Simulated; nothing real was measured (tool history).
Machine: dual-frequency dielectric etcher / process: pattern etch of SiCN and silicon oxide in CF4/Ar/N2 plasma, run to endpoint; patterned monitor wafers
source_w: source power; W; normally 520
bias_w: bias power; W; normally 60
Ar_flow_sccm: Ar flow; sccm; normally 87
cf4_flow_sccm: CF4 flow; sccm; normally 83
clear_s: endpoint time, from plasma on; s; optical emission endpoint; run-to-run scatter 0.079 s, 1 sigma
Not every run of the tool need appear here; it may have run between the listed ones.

run	hour	source_w	bias_w	Ar_flow_sccm	cf4_flow_sccm	wafers since the last listed run	hours since the last wet clean	hours since the last source power generator calibration	hours since the last bias power generator calibration	hours since the last Ar flow controller change	hours since the last CF4 flow controller change	hours since the last upper electrode change	incoming incoming film thickness, nm	clear_s
1	0.0	480	60	87	83	0	208.4	1252.7	1408.8	4990.3	743.1	5003.8	12.25	12.9
2	65.1	480	60	87	83	1301	273.5	1317.8	1473.9	5055.4	808.2	5068.9	11.95	12.9
3	130.1	480	60	87	83	1299	338.5	1382.8	1538.9	5120.4	873.2	5133.9	12.09	12.8
4	162.6	520	60	87	83	649	371.0	1415.3	1571.4	5152.9	905.7	5166.4	12.14	11.8
5	220.8	600	60	87	73	1163	429.2	1473.5	1629.6	5211.1	963.9	5224.6	12.13	10.2
# hour 321.7: wet clean of the chamber
# hour 333.1: upper electrode replaced
# hour 380.1: source power generator calibrated
6	387.8	600	60	87	73	2550	66.1	7.7	1796.6	5378.1	1130.9	54.7	12.25	11.0
7	453.2	600	60	87	73	1307	131.5	73.1	1862.0	5443.5	1196.3	120.1	12.09	10.8
8	515.6	520	60	87	83	1247	193.9	135.5	1924.4	5505.9	1258.7	182.5	12.09	12.4
9	565.0	520	60	87	83	987	243.3	184.9	1973.8	5555.3	1308.1	231.9	12.07	12.4
# hour 642.4: bias power generator calibrated
# hour 659.3: CF4 flow controller replaced
10	709.1	520	48	87	83	2680	387.4	329.0	66.7	5699.4	49.8	376.0	12.02	13.2
# hour 728.9: Ar flow controller replaced
11	768.6	520	60	98	78	1069	446.9	388.5	126.2	39.7	109.3	435.5	11.83	12.1
12	799.2	520	72	87	77	611	477.5	419.1	156.8	70.3	139.9	466.1	12.00	11.4
13	825.6	450	64	71	70	527	503.9	445.5	183.2	96.7	166.3	492.5	12.12	14.1
14	856.8	520	73	87	83	623	535.1	476.7	214.4	127.9	197.5	523.7	12.19	11.3

What does the tool deliver on the next run?
15	921.3	630	60	106	70	1289	599.6	541.2	278.9	192.4	262.0	588.2	12.27	?

clear_s: 10.4 s
The same run, on a tool lacking any hidden state, would have yielded clear_s 10.6 s.
